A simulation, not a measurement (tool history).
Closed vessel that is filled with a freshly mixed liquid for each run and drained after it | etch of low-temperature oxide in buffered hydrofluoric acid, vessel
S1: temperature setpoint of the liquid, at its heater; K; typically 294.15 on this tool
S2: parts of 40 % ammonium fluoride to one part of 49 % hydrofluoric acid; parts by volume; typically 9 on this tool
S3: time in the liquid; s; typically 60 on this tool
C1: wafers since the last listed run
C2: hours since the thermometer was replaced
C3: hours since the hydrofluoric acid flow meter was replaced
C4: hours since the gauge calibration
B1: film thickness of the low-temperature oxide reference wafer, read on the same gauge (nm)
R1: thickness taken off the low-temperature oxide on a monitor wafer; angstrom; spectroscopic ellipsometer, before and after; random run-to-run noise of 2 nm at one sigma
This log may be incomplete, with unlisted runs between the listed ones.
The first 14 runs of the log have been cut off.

run     day      S1    S2  S3     C1      C2      C3      C4     B1      R1
 15  40.283  298.65     9  60  11905   832.2  2408.4   108.3     40  3153.5
     42.096  -- hydrofluoric acid flow meter replaced
 16  43.788  294.15     9  70  11154   916.3    40.6   192.4  39.99  3009.6
 17  45.296  292.15     9  60   4859   952.5    76.8   228.6  40.01  2284.2
 18  48.112  294.15     9  60   9073  1020.1   144.4   296.2  40.03  2545.8
 19  50.988  298.65     9  80   9261  1089.1   213.4   365.2  40.01  4363.1
 20  52.604  294.15     9  60   5208  1127.9   252.2     404  40.02  2545.4
     52.658  -- thermometer replaced
 21  55.471  298.65     9  60   9100    67.5     321   472.8  39.99  3250.7
 22  57.242  291.65     6  45   5704     110   363.5   515.3  40.01  2493.8
 23   60.65  298.15     9  60  10979   191.8   445.3   597.1     40  3179.6
 24  64.896  296.15    11  35  13677   293.7   547.2     699  39.98    1403
 25  67.567  290.15     9  60   8603   357.8   611.3   763.1  39.98  2027.8
 26  70.804  290.15     9  80  10429   435.5     689   840.8  39.96  2670.5
 27  74.454  294.15  11.5  80  11758   523.1   776.6   928.4  40.02  2719.3
 28  77.867  290.65    10  60  10993     605   858.5  1010.3  40.01  1925.7
 29  80.596  295.65     9  60   8791   670.5     924  1075.8  40.02  2795.6
 30  83.142  294.15     9  60   8201   731.6   985.1  1136.9  40.01  2502.3
 31  84.846  294.15     9  60   5489   772.5    1026  1177.8  39.95  2506.9
 32  87.708  296.65     7  85   9221   841.2  1094.7  1246.5  40.02  5383.3

Consider 4 possible next runs. They are alternatives, not a sequence: every one starts from the tool as it was left by run 32. What does each give?
  A  87.738  294.15     9  60  93  841.9  1095.4  1247.2   ?   ?
  B  87.738  298.65  11.5  60  93  841.9  1095.4  1247.2   ?   ?
  C  87.738  292.15     7  50  93  841.9  1095.4  1247.2   ?   ?
  D  87.738  294.15    11  40  93  841.9  1095.4  1247.2   ?   ?

run  B1      R1
  A  40  2538.2
  B  40  2624.5
  C  40  2448.7
  D  40  1427.9
Without the tool's unlogged condition, the same runs would have read:
run      R1
  A  2587.5
  B  2704.3
  C  2531.2
  D  1471.2
